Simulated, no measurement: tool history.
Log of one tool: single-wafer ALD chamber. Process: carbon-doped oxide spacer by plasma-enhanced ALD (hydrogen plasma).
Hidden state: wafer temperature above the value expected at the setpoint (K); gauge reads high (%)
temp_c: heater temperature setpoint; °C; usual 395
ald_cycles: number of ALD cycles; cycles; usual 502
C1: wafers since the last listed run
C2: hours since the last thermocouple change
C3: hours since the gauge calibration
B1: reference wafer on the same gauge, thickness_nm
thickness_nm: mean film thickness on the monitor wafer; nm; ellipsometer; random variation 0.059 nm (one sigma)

run 1 hour=0 | temp_c=384 ald_cycles=453 | C1=0 C2=247.7 C3=2112.4 | B1=25.403 | thickness_nm=21.331
run 2 hour=100.8 | temp_c=395 ald_cycles=502 | C1=51 C2=348.5 C3=2213.2 | B1=25.388 | thickness_nm=23.588
run 3 hour=205 | temp_c=395 ald_cycles=502 | C1=53 C2=452.7 C3=2317.4 | B1=25.43 | thickness_nm=23.452
run 4 hour=258.3 | temp_c=395 ald_cycles=502 | C1=27 C2=506 C3=2370.7 | B1=25.372 | thickness_nm=23.575
run 5 hour=339.3 | temp_c=395 ald_cycles=502 | C1=41 C2=587 C3=2451.7 | B1=25.38 | thickness_nm=23.647
run 6 hour=409 | temp_c=395 ald_cycles=502 | C1=35 C2=656.7 C3=2521.4 | B1=25.385 | thickness_nm=23.451
run 7 hour=501.6 | temp_c=395 ald_cycles=502 | C1=47 C2=749.3 C3=2614 | B1=25.383 | thickness_nm=23.598
run 8 hour=550.3 | temp_c=395 ald_cycles=502 | C1=25 C2=798 C3=2662.7 | B1=25.403 | thickness_nm=23.557
run 9 hour=791.6 | temp_c=388 ald_cycles=502 | C1=123 C2=1039.3 C3=2904 | B1=25.412 | thickness_nm=23.705
run 10 hour=885 | temp_c=395 ald_cycles=502 | C1=47 C2=1132.7 C3=2997.4 | B1=25.401 | thickness_nm=23.428
run 11 hour=1181.7 | temp_c=395 ald_cycles=502 | C1=152 C2=1429.4 C3=3294.1 | B1=25.398 | thickness_nm=23.566
run 12 hour=1221.6 | temp_c=395 ald_cycles=502 | C1=20 C2=1469.3 C3=3334 | B1=25.397 | thickness_nm=23.723
run 13 hour=1314.9 | temp_c=395 ald_cycles=502 | C1=47 C2=1562.6 C3=3427.3 | B1=25.392 | thickness_nm=23.692
run 14 hour=1387 | temp_c=395 ald_cycles=502 | C1=37 C2=1634.7 C3=3499.4 | B1=25.4 | thickness_nm=23.559
-- hour=1399.7 gauge calibrated
run 15 hour=1459.9 | temp_c=395 ald_cycles=502 | C1=37 C2=1707.6 C3=60.2 | B1=25.393 | thickness_nm=23.507
run 16 hour=1507.7 | temp_c=395 ald_cycles=502 | C1=24 C2=1755.4 C3=108 | B1=25.392 | thickness_nm=23.663
run 17 hour=1593.4 | temp_c=395 ald_cycles=502 | C1=44 C2=1841.1 C3=193.7 | B1=25.404 | thickness_nm=23.584
run 18 hour=1677.1 | temp_c=395 ald_cycles=502 | C1=42 C2=1924.8 C3=277.4 | B1=25.41 | thickness_nm=23.696
run 19 hour=1718.6 | temp_c=395 ald_cycles=502 | C1=21 C2=1966.3 C3=318.9 | B1=25.366 | thickness_nm=23.605
-- hour=1768.9 thermocouple changed; heater temperature recalibrated
run 20 hour=1789.5 | temp_c=395 ald_cycles=458 | C1=32 C2=20.6 C3=389.8 | B1=25.399 | thickness_nm=21.644
run 21 hour=1853 | temp_c=395 ald_cycles=458 | C1=32 C2=84.1 C3=453.3 | B1=25.376 | thickness_nm=21.419
run 22 hour=1903.6 | temp_c=395 ald_cycles=502 | C1=25 C2=134.7 C3=503.9 | B1=25.385 | thickness_nm=23.547
run 23 hour=1950.8 | temp_c=395 ald_cycles=502 | C1=24 C2=181.9 C3=551.1 | B1=25.406 | thickness_nm=23.506
run 24 hour=2008.4 | temp_c=386 ald_cycles=551 | C1=29 C2=239.5 C3=608.7 | B1=25.407 | thickness_nm=25.804
run 25 hour=2093.3 | temp_c=395 ald_cycles=502 | C1=43 C2=324.4 C3=693.6 | B1=25.394 | thickness_nm=23.645
run 26 hour=2135.3 | temp_c=389 ald_cycles=578 | C1=21 C2=366.4 C3=735.6 | B1=25.422 | thickness_nm=26.998
run 27 hour=2233.9 | temp_c=395 ald_cycles=502 | C1=50 C2=465 C3=834.2 | B1=25.402 | thickness_nm=23.622
run 28 hour=2284.8 | temp_c=395 ald_cycles=502 | C1=26 C2=515.9 C3=885.1 | B1=25.402 | thickness_nm=23.638
run 29 hour=2588.1 | temp_c=395 ald_cycles=502 | C1=155 C2=819.2 C3=1188.4 | B1=25.414 | thickness_nm=23.545
run 30 hour=2653.6 | temp_c=410 ald_cycles=431 | C1=33 C2=884.7 C3=1253.9 | B1=25.397 | thickness_nm=19.658
run 31 hour=2700.4 | temp_c=384 ald_cycles=576 | C1=24 C2=931.5 C3=1300.7 | B1=25.387 | thickness_nm=26.98
run 32 hour=2762 | temp_c=395 ald_cycles=591 | C1=31 C2=993.1 C3=1362.3 | B1=25.412 | thickness_nm=27.804
run 33 hour=2832.4 | temp_c=395 ald_cycles=502 | C1=36 C2=1063.5 C3=1432.7 | B1=25.401 | thickness_nm=23.658
run 34 hour=2894.1 | temp_c=407 ald_cycles=426 | C1=31 C2=1125.2 C3=1494.4 | B1=25.378 | thickness_nm=19.631
run 35 hour=3078.9 | temp_c=382 ald_cycles=502 | C1=94 C2=1310 C3=1679.2 | B1=25.401 | thickness_nm=23.586
run 36 hour=3177.2 | temp_c=407 ald_cycles=449 | C1=50 C2=1408.3 C3=1777.5 | B1=25.396 | thickness_nm=20.717
run 37 hour=3221.8 | temp_c=395 ald_cycles=502 | C1=22 C2=1452.9 C3=1822.1 | B1=25.42 | thickness_nm=23.609
run 38 hour=3313.6 | temp_c=401 ald_cycles=577 | C1=47 C2=1544.7 C3=1913.9 | B1=25.404 | thickness_nm=27.126
run 39 hour=3353.5 | temp_c=406 ald_cycles=597 | C1=20 C2=1584.6 C3=1953.8 | B1=25.406 | thickness_nm=27.697
-- hour=3385 thermocouple changed; heater temperature recalibrated
run 40 hour=3515.9 | temp_c=390 ald_cycles=554 | C1=79 C2=130.9 C3=2116.2 | B1=25.41 | thickness_nm=26.049
run 41 hour=3566.1 | temp_c=395 ald_cycles=432 | C1=25 C2=181.1 C3=2166.4 | B1=25.383 | thickness_nm=20.325
run 42 hour=3653.4 | temp_c=385 ald_cycles=543 | C1=44 C2=268.4 C3=2253.7 | B1=25.39 | thickness_nm=25.499
run 43 hour=3758.9 | temp_c=391 ald_cycles=534 | C1=54 C2=373.9 C3=2359.2 | B1=25.406 | thickness_nm=25.139
run 44 hour=3815.4 | temp_c=402 ald_cycles=418 | C1=29 C2=430.4 C3=2415.7 | B1=25.403 | thickness_nm=19.674
run 45 hour=3916.5 | temp_c=395 ald_cycles=502 | C1=51 C2=531.5 C3=2516.8 | B1=25.395 | thickness_nm=23.715
run 46 hour=4034.1 | temp_c=395 ald_cycles=502 | C1=60 C2=649.1 C3=2634.4 | B1=25.397 | thickness_nm=23.503

How the hidden state differs across the entries between the runs, from the last listed run before each to the first after it:
Between runs 14 and 15: gauge calibrated (hour 1399.7)
  no hidden state differs between the two runs
Between runs 19 and 20: thermocouple changed; heater temperature recalibrated (hour 1768.9)
  no hidden state differs between the two runs
Between runs 39 and 40: thermocouple changed; heater temperature recalibrated (hour 3385)
  no hidden state differs between the two runs
